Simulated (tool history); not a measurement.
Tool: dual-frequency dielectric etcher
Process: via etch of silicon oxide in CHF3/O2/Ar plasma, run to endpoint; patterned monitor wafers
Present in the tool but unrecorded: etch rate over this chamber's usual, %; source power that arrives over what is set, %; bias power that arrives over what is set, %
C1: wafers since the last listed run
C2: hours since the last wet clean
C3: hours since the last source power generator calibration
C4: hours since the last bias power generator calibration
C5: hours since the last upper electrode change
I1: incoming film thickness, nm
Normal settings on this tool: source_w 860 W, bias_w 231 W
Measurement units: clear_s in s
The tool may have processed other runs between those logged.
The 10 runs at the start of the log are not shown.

run 11 hour=518.6 | source_w=860 bias_w=231 | C1=154 C2=131.2 C3=3779.2 C4=128.2 C5=3156.9 | I1=473.2 | clear_s=176.0
run 12 hour=650.4 | source_w=860 bias_w=231 | C1=449 C2=263.0 C3=3911.0 C4=260.0 C5=3288.7 | I1=474.3 | clear_s=175.8
-- hour=693.5 upper electrode replaced
run 13 hour=704.5 | source_w=860 bias_w=231 | C1=102 C2=317.1 C3=3965.1 C4=314.1 C5=11.0 | I1=475.8 | clear_s=175.6
run 14 hour=756.7 | source_w=860 bias_w=231 | C1=178 C2=369.3 C3=4017.3 C4=366.3 C5=63.2 | I1=471.6 | clear_s=172.5
-- hour=808.1 wet clean of the chamber
run 15 hour=815.9 | source_w=860 bias_w=231 | C1=120 C2=7.8 C3=4076.5 C4=425.5 C5=122.4 | I1=470.7 | clear_s=179.4
run 16 hour=877.5 | source_w=680 bias_w=205 | C1=210 C2=69.4 C3=4138.1 C4=487.1 C5=184.0 | I1=476.8 | clear_s=195.8
run 17 hour=923.6 | source_w=860 bias_w=231 | C1=157 C2=115.5 C3=4184.2 C4=533.2 C5=230.1 | I1=475.2 | clear_s=178.8
run 18 hour=959.7 | source_w=920 bias_w=201 | C1=123 C2=151.6 C3=4220.3 C4=569.3 C5=266.2 | I1=471.4 | clear_s=179.8
run 19 hour=1007.9 | source_w=800 bias_w=184 | C1=164 C2=199.8 C3=4268.5 C4=617.5 C5=314.4 | I1=473.7 | clear_s=190.2
run 20 hour=1032.9 | source_w=660 bias_w=212 | C1=85 C2=224.8 C3=4293.5 C4=642.5 C5=339.4 | I1=473.9 | clear_s=191.2
-- hour=1039.4 source power generator calibrated
run 21 hour=1067.2 | source_w=860 bias_w=231 | C1=103 C2=259.1 C3=27.8 C4=676.8 C5=373.7 | I1=470.5 | clear_s=175.1
run 22 hour=1094.1 | source_w=760 bias_w=185 | C1=91 C2=286.0 C3=54.7 C4=703.7 C5=400.6 | I1=472.0 | clear_s=190.3
run 23 hour=1155.5 | source_w=730 bias_w=203 | C1=209 C2=347.4 C3=116.1 C4=765.1 C5=462.0 | I1=469.4 | clear_s=185.9
run 24 hour=1192.8 | source_w=1030 bias_w=201 | C1=127 C2=384.7 C3=153.4 C4=802.4 C5=499.3 | I1=470.8 | clear_s=171.7
-- hour=1231.9 wet clean of the chamber
run 25 hour=1249.3 | source_w=860 bias_w=231 | C1=110 C2=17.4 C3=209.9 C4=858.9 C5=555.8 | I1=472.0 | clear_s=179.5
run 26 hour=1306.6 | source_w=770 bias_w=260 | C1=195 C2=74.7 C3=267.2 C4=916.2 C5=613.1 | I1=475.0 | clear_s=179.8
run 27 hour=1352.5 | source_w=700 bias_w=255 | C1=156 C2=120.6 C3=313.1 C4=962.1 C5=659.0 | I1=471.5 | clear_s=181.5
run 28 hour=1406.4 | source_w=760 bias_w=175 | C1=183 C2=174.5 C3=367.0 C4=1016.0 C5=712.9 | I1=469.8 | clear_s=194.1
run 29 hour=1430.8 | source_w=660 bias_w=180 | C1=83 C2=198.9 C3=391.4 C4=1040.4 C5=737.3 | I1=477.3 | clear_s=201.3
run 30 hour=1483.8 | source_w=930 bias_w=257 | C1=180 C2=251.9 C3=444.4 C4=1093.4 C5=790.3 | I1=474.9 | clear_s=169.7
run 31 hour=1539.6 | source_w=860 bias_w=231 | C1=190 C2=307.7 C3=500.2 C4=1149.2 C5=846.1 | I1=469.4 | clear_s=174.0
run 32 hour=1570.1 | source_w=930 bias_w=205 | C1=104 C2=338.2 C3=530.7 C4=1179.7 C5=876.6 | I1=470.2 | clear_s=176.6
run 33 hour=1605.4 | source_w=860 bias_w=277 | C1=120 C2=373.5 C3=566.0 C4=1215.0 C5=911.9 | I1=475.3 | clear_s=168.4
-- hour=1655.9 wet clean of the chamber
run 34 hour=1664.3 | source_w=740 bias_w=195 | C1=119 C2=8.4 C3=624.9 C4=1273.9 C5=970.8 | I1=475.1 | clear_s=193.6

5 ways to go on from here, each from the tool as it stands after run 34. What would each give?
run A hour=1664.8 | source_w=740 bias_w=231 | C1=1 C2=8.9 C3=625.4 C4=1274.4 C5=971.3 | I1=470.4 | clear_s=?
run B hour=1664.8 | source_w=670 bias_w=190 | C1=1 C2=8.9 C3=625.4 C4=1274.4 C5=971.3 | I1=470.4 | clear_s=?
run C hour=1664.8 | source_w=700 bias_w=184 | C1=1 C2=8.9 C3=625.4 C4=1274.4 C5=971.3 | I1=470.4 | clear_s=?
run D hour=1664.8 | source_w=860 bias_w=196 | C1=1 C2=8.9 C3=625.4 C4=1274.4 C5=971.3 | I1=470.4 | clear_s=?
run E hour=1664.8 | source_w=920 bias_w=175 | C1=1 C2=8.9 C3=625.4 C4=1274.4 C5=971.3 | I1=470.4 | clear_s=?

run=A clear_s=184.2
run=B clear_s=197.0
run=C clear_s=196.8
run=D clear_s=185.6
run=E clear_s=187.5
With no hidden state in the tool, these same runs would have given:
run=A clear_s=184.4
run=B clear_s=197.3
run=C clear_s=197.0
run=D clear_s=185.8
run=E clear_s=187.8
